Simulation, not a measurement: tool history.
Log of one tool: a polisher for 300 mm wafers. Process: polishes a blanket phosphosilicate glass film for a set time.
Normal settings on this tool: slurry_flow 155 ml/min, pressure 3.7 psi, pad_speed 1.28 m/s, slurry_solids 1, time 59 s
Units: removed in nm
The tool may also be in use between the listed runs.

run    hour  slurry_flow  pressure  pad_speed  slurry_solids  time  wafers since the last listed run  wafers polished on this pad  hours since the slurry nozzle was cleaned  hours since the head pressure was calibrated  hours since the slurry blender was calibrated  hours since the conditioning disc was replaced  incoming thickness of the incoming film, nm  removed
  1       0          155       3.7       1.28              1    59                                 0                          395                                      250.9                                         243.1                                          340.3                                            66.8                                         3529    755.8
        7.1  -- slurry blender recalibrated
  2    67.1          155       3.7       1.28              1    59                               539                          934                                        318                                         310.2                                             60                                           133.9                                       3568.3    773.1
  3   124.4          155       3.7       1.28              1    59                               474                         1409                                      375.3                                         367.5                                          117.3                                           191.2                                         3545    768.3
  4   164.4          155       3.7       1.28              1    59                               331                         1740                                      415.3                                         407.5                                          157.3                                           231.2                                       3559.8    768.9
      165.5  -- slurry nozzle cleaned
  5   206.1          155       3.7       1.28              1    59                               337                         2077                                       40.6                                         449.2                                            199                                           272.9                                       3546.1    777.6
  6   259.2          155       3.7       1.28            0.9    59                               439                         2517                                       93.7                                         502.3                                          252.1                                             326                                       3512.5    717.7
      268.8  -- worn pad replaced by a new one
  7   314.9          155       3.7       1.28            0.9    59                               428                          381                                      149.4                                           558                                          307.8                                           381.7                                       3579.3    720.8
      329.2  -- conditioning disc replaced and pad reconditioned
  8   354.2          155       3.7       1.28              1    59                               308                          690                                      188.7                                         597.3                                          347.1                                              25                                       3605.9    766.7
  9   397.6          155       3.7       1.28              1    59                               359                         1050                                      232.1                                         640.7                                          390.5                                            68.4                                         3581    749.3
      447.5  -- slurry blender recalibrated
 10   481.6          155       3.7       1.28              1    59                               679                         1729                                      316.1                                         724.7                                           34.1                                           152.4                                       3548.8    763.6
      563.4  -- worn pad replaced by a new one
 11     587          155       3.7       1.28            1.1    59                               839                          195                                      421.5                                         830.1                                          139.5                                           257.8                                       3569.5    794.9
      638.3  -- conditioning disc replaced and pad reconditioned
 12   646.6          155       3.7       1.28              1    59                               476                          672                                      481.1                                         889.7                                          199.1                                             8.3                                       3573.7    750.1
      672.9  -- slurry nozzle cleaned
 13   715.6          155       3.7       1.28              1    59                               563                         1235                                       42.7                                         958.7                                          268.1                                            77.3                                       3560.3    760.9
 14   766.6          170       4.2       1.28              1    59                               422                         1657                                       93.7                                        1009.7                                          319.1                                           128.3                                       3559.2    845.2
 15   806.7          195       3.7       1.16              1    59                               332                         1989                                      133.8                                        1049.8                                          359.2                                           168.4                                       3529.2    723.2
      815.5  -- worn pad replaced by a new one
      880.2  -- slurry blender recalibrated
 16   911.3          155       3.7       1.28              1    59                               816                          777                                      238.4                                        1154.4                                           31.1                                             273                                       3609.7    743.7
      971.5  -- head pressure recalibrated
 17   987.7          130       3.7        1.4           0.85    59                               616                         1393                                      314.8                                          16.2                                          107.5                                           349.4                                       3624.3    739.6
       1012  -- conditioning disc replaced and pad reconditioned
 18  1039.9          190       4.4       1.08              1    41                               415                         1808                                        367                                          68.4                                          159.7                                            27.9                                       3613.8    537.8
     1082.3  -- slurry nozzle cleaned
     1098.6  -- worn pad replaced by a new one
 19    1140          155       3.7       1.04           0.85    59                               787                          342                                       57.7                                         168.5                                          259.8                                             128                                       3534.5    585.5
 20  1184.6          155       3.3       1.28           0.75    59                               369                          711                                      102.3                                         213.1                                          304.4                                           172.6                                       3534.3    593.6
 21    1253          155       3.7       1.28           1.15    59                               566                         1278                                      170.7                                         281.5                                          372.8                                             241                                       3587.5    819.7
     1306.6  -- slurry blender recalibrated
     1343.2  -- conditioning disc replaced and pad reconditioned
     1344.6  -- worn pad replaced by a new one
 22  1345.1          155       3.7       1.28           0.85    59                               717                            3                                      262.8                                         373.6                                           38.5                                             1.9                                       3558.6    703.2
 23  1390.4          155       3.7       1.28              1    59                               375                          379                                      308.1                                         418.9                                           83.8                                            47.2                                       3509.4      761

What was the tool's hidden state at every run in the log?
removal rate lost through wear of the pad, %: 0 in every run
slurry flow missing at the pad, %: 0 in every run
abrasive missing from the slurry, %: 0 in every run
time polished since the conditioner stopped cutting, s: 0 in every run
H1: deviation of the head's pressure from its setpoint, %
run      H1
  1    1.71
  2    1.56
  3     1.4
  4    1.28
  5    1.13
  6   0.926
  7   0.686
  8   0.502
  9   0.284
 10   -0.18
 11  -0.845
 12   -1.26
 13   -1.78
 14   -2.18
 15   -2.52
 16   -3.45
 17  -0.332
 18   -0.35
 19  -0.446
 20  -0.515
 21  -0.652
 22  -0.896
 23   -1.04
